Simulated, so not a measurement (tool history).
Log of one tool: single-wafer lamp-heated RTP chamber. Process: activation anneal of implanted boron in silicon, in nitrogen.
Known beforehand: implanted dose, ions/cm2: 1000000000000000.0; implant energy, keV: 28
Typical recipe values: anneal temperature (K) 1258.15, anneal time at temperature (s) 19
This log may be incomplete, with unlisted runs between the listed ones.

| run | hour | anneal temperature (K) | anneal time at temperature (s) | read-back reference wafer on the same gauge, sheet resistance | sheet resistance of the implanted and annealed layer (ohm/square) |
|---|---|---|---|---|---|
| 1 | 0.0 | 1258.15 | 19 | 134.96 | 123.46 |
| 2 | 27.7 | 1258.15 | 19 | 134.93 | 122.36 |
| 3 | 59.8 | 1258.15 | 19 | 135.08 | 122.59 |
| 4 | 94.6 | 1247.15 | 19 | 134.88 | 129.57 |
| 5 | 124.3 | 1247.15 | 19 | 135.04 | 128.61 |
| 6 | 152.6 | 1247.15 | 19 | 135.03 | 127.87 |
| 7 | 183.4 | 1268.15 | 19 | 134.94 | 117.09 |
|  | 197.1 | pyrometer window cleaned and pyrometer calibrated |
| 8 | 198.9 | 1258.15 | 19 | 134.96 | 121.48 |
|  | 213.4 | reflector plate cleaned |
| 9 | 215.9 | 1268.15 | 19 | 135.01 | 116.91 |
| 10 | 251.1 | 1239.15 | 8 | 134.88 | 136.45 |
|  | 257.0 | gauge calibrated |
|  | 273.5 | reflector plate cleaned, repeated, since the last time left the tool worse |
| 11 | 275.7 | 1258.15 | 19 | 135.06 | 123.59 |
| 12 | 301.8 | 1280.15 | 23 | 135.00 | 115.97 |
| 13 | 337.1 | 1287.15 | 13 | 135.03 | 114.53 |
| 14 | 371.0 | 1233.15 | 24 | 134.86 | 143.22 |
| 15 | 402.5 | 1250.15 | 9 | 134.97 | 133.27 |
| 16 | 443.9 | 1275.15 | 30 | 134.98 | 115.83 |

5 options for the next run, each taken on its own from the tool as it stands now. Forecast them:
| A | 444.3 | 1258.15 | 19 | ? | ? |
| B | 444.3 | 1233.15 | 16 | ? | ? |
| C | 444.3 | 1276.15 | 19 | ? | ? |
| D | 444.3 | 1246.15 | 10 | ? | ? |
| E | 444.3 | 1242.15 | 27 | ? | ? |

| run | read-back reference wafer on the same gauge, sheet resistance | sheet resistance of the implanted and annealed layer (ohm/square) |
|---|---|---|
| A | 135.04 | 123.08 |
| B | 135.04 | 147.59 |
| C | 135.04 | 116.65 |
| D | 135.04 | 136.62 |
| E | 135.04 | 131.64 |
What these runs would have given with no unlogged condition in the tool:
| run | sheet resistance of the implanted and annealed layer (ohm/square) |
|---|---|
| A | 124.10 |
| B | 150.27 |
| C | 117.07 |
| D | 138.65 |
| E | 133.26 |
